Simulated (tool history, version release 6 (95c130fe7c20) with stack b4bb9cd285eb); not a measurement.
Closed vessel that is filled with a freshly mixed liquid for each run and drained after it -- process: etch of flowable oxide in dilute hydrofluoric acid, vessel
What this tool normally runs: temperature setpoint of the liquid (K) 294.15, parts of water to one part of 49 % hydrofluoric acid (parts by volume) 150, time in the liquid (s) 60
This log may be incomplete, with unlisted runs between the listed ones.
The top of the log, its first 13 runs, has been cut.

run   hour  temperature setpoint of the liquid (K)  parts of water to one part of 49 % hydrofluoric acid (parts by volume)  time in the liquid (s)  wafers since the last listed run  hours since the thermometer was replaced  hours since the hydrofluoric acid flow meter was replaced  hours since the gauge calibration  read-back film thickness of the flowable oxide reference wafer, read on the same gauge (nm)  thickness taken off the flowable oxide on a monitor wafer (Å)
 14  169.1                                  296.65                                                                     150                      45                              1793                                    2638.4                                                         45                              118.1                                                                                           40                                                          100.3
 15  186.2                                  292.15                                                                      75                      45                              2395                                    2655.5                                                       62.1                              135.2                                                                                        40.03                                                          182.3
 16  192.8                                  290.65                                                                     150                      80                               924                                    2662.1                                                       68.7                              141.8                                                                                           40                                                          140.9
 17  210.2                                  294.15                                                                     150                      60                              2437                                    2679.5                                                       86.1                              159.2                                                                                        39.98                                                          122.6
 18  216.7                                  294.15                                                                     150                      60                               910                                      2686                                                       92.6                              165.7                                                                                        40.02                                                          121.9
 19  226.3                                  297.65                                                                      85                      85                              1344                                    2695.6                                                      102.2                              175.3                                                                                        39.97                                                          376.5
 20  233.3                                  294.15                                                                     150                      35                               980                                    2702.6                                                      109.2                              182.3                                                                                        40.03                                                           71.2
 21  244.2                                  294.15                                                                     150                      60                              1527                                    2713.5                                                      120.1                              193.2                                                                                        39.97                                                          123.3
 22  261.1                                  297.15                                                                     115                      45                              2367                                    2730.4                                                        137                              210.1                                                                                        40.03                                                          139.4
 23  272.4                                  290.15                                                                     150                      60                              1583                                    2741.7                                                      148.3                              221.4                                                                                        40.02                                                          104.1
 24  289.4                                  295.65                                                                     105                      75                              2381                                    2758.7                                                      165.3                              238.4                                                                                        40.01                                                          244.9
 25  304.2                                  294.15                                                                     150                      60                              2073                                    2773.5                                                      180.1                              253.2                                                                                        40.02                                                            123
       318  -- gauge calibrated
     319.4  -- thermometer replaced
 26  319.9                                  295.65                                                                     215                      45                              2059                                       0.5                                                      195.8                                1.9                                                                                        40.01                                                           63.2
 27  336.4                                  294.15                                                                     150                      60                              2311                                        17                                                      212.3                               18.4                                                                                        40.03                                                          123.3
 28  349.9                                  291.65                                                                     215                      60                              1891                                      30.5                                                      225.8                               31.9                                                                                        39.98                                                           73.5
 29  367.7                                  294.15                                                                     150                      60                              2493                                      48.3                                                      243.6                               49.7                                                                                        39.97                                                          123.5
 30    380                                  297.65                                                                     105                      85                              1723                                      60.6                                                      255.9                                 62                                                                                        40.02                                                          300.3
 31  392.6                                  296.15                                                                     150                      60                              1765                                      73.2                                                      268.5                               74.6                                                                                        39.96                                                            133
 32  409.7                                  299.15                                                                     185                      35                              2395                                      90.3                                                      285.6                               91.7                                                                                        39.99                                                           67.5
 33  424.6                                  294.15                                                                     150                      40                              2087                                     105.2                                                      300.5                              106.6                                                                                        40.01                                                           81.6

Predict each of these 5 candidate next runs independently; none follows another, all start after run 33:
  A  425.3                                  294.15                                                                     150                      60                                98                                     105.9                                                      301.2                              107.3                                                                                            ?                                                              ?
  B  425.3                                  292.65                                                                     180                      30                                98                                     105.9                                                      301.2                              107.3                                                                                            ?                                                              ?
  C  425.3                                  292.65                                                                     175                      75                                98                                     105.9                                                      301.2                              107.3                                                                                            ?                                                              ?
  D  425.3                                  291.15                                                                     150                      50                                98                                     105.9                                                      301.2                              107.3                                                                                            ?                                                              ?
  E  425.3                                  294.15                                                                     150                      45                                98                                     105.9                                                      301.2                              107.3                                                                                            ?                                                              ?

run  read-back film thickness of the flowable oxide reference wafer, read on the same gauge (nm)  thickness taken off the flowable oxide on a monitor wafer (Å)
  A                                                                                        40.02                                                          122.4
  B                                                                                        40.02                                                           46.7
  C                                                                                        40.02                                                          120.6
  D                                                                                        40.02                                                           90.5
  E                                                                                        40.02                                                           91.8
Without the tool's hidden state the same runs would have given:
run  thickness taken off the flowable oxide on a monitor wafer (Å)
  A                                                          118.4
  B                                                           45.1
  C                                                          116.5
  D                                                           87.5
  E                                                           88.8
